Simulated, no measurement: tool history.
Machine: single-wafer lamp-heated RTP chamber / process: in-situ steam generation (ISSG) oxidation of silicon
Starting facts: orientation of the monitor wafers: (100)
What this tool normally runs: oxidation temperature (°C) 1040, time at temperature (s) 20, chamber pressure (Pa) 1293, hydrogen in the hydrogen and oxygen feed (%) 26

run,hour,oxidation temperature (°C),time at temperature (s),chamber pressure (Pa),hydrogen in the hydrogen and oxygen feed (%),"read-back reference wafer on the same gauge, thickness",oxide thickness on the monitor wafer (Å)
1,0.0,1040,20,1293,26,6.920,64.19
2,7.8,1040,20,1293,26,6.913,63.65
3,15.8,1040,20,1293,26,6.917,63.98
4,28.0,1040,20,1293,26,6.923,64.19
5,69.6,1040,20,1293,26,6.918,64.53
6,85.4,1040,20,1293,26,6.927,65.08
7,106.0,1040,20,1293,26,6.909,63.15
8,112.3,1040,20,1293,26,6.920,62.98
9,118.5,1040,18,1160,26,6.917,61.36
10,135.8,1040,18,1160,26,6.926,61.74
11,146.4,1050,20,1293,24,6.919,67.44
12,161.4,1050,20,1293,24,6.926,67.91
13,174.7,1040,20,1293,26,6.918,65.31
14,191.2,1040,23,1293,26,6.916,71.29
15,204.4,1040,24,1160,32,6.924,72.46
16,224.9,1055,23,1293,32,6.930,78.15
17,225.3,1058,26,1360,21,6.919,76.76
18,237.4,1040,16,1213,17,6.927,52.39
19,244.9,1027,20,1293,26,6.913,60.01
20,255.8,1040,20,1360,32,6.921,67.52
21,265.6,1040,20,1360,19,6.919,60.16
22,283.4,1050,20,1293,24,6.917,67.34
23,294.4,1040,13,1293,26,6.925,52.30
24,311.8,1040,20,1360,19,6.926,58.20
25,328.3,1040,24,1227,26,6.919,70.44
26,337.0,1040,20,1293,26,6.910,64.06

Taken out of this log: 7 entries between the listed runs. Where each belongs, and how the hidden state differs across it:
Between runs 3 and 4: gauge calibrated (hour 18.1)
  true wafer temperature minus pyrometer reading, K: 7.64 -> 8.64
  measured value less the no-hidden-state value, oxide thickness on the monitor wafer (Å): +2.52 -> +2.87
Between runs 6 and 7: pyrometer window cleaned and pyrometer calibrated (hour 97.3); hydrogen flow controller replaced (hour 105.5)
  true wafer temperature minus pyrometer reading, K: 10.6 -> 3.72
  measured value less the no-hidden-state value, oxide thickness on the monitor wafer (Å): +3.56 -> +1.21
Between runs 14 and 15: pyrometer window cleaned and pyrometer calibrated (hour 203.4)
  true wafer temperature minus pyrometer reading, K: 11.2 -> 0.954
  measured value less the no-hidden-state value, oxide thickness on the monitor wafer (Å): +4.23 -> +0.37
Between runs 15 and 16: pressure gauge zeroed (hour 224.4)
  true wafer temperature minus pyrometer reading, K: 0.954 -> 5.43
  measured value less the no-hidden-state value, oxide thickness on the monitor wafer (Å): +0.37 -> +2.41
Between runs 16 and 17: gauge calibrated (hour 225.0)
  true wafer temperature minus pyrometer reading, K: 5.43 -> 5.49
  measured value less the no-hidden-state value, oxide thickness on the monitor wafer (Å): +2.41 -> +2.47
Between runs 23 and 24: pyrometer window cleaned and pyrometer calibrated (hour 307.2)
  true wafer temperature minus pyrometer reading, K: 10.4 -> 3.85
  measured value less the no-hidden-state value, oxide thickness on the monitor wafer (Å): +2.52 -> +1.15
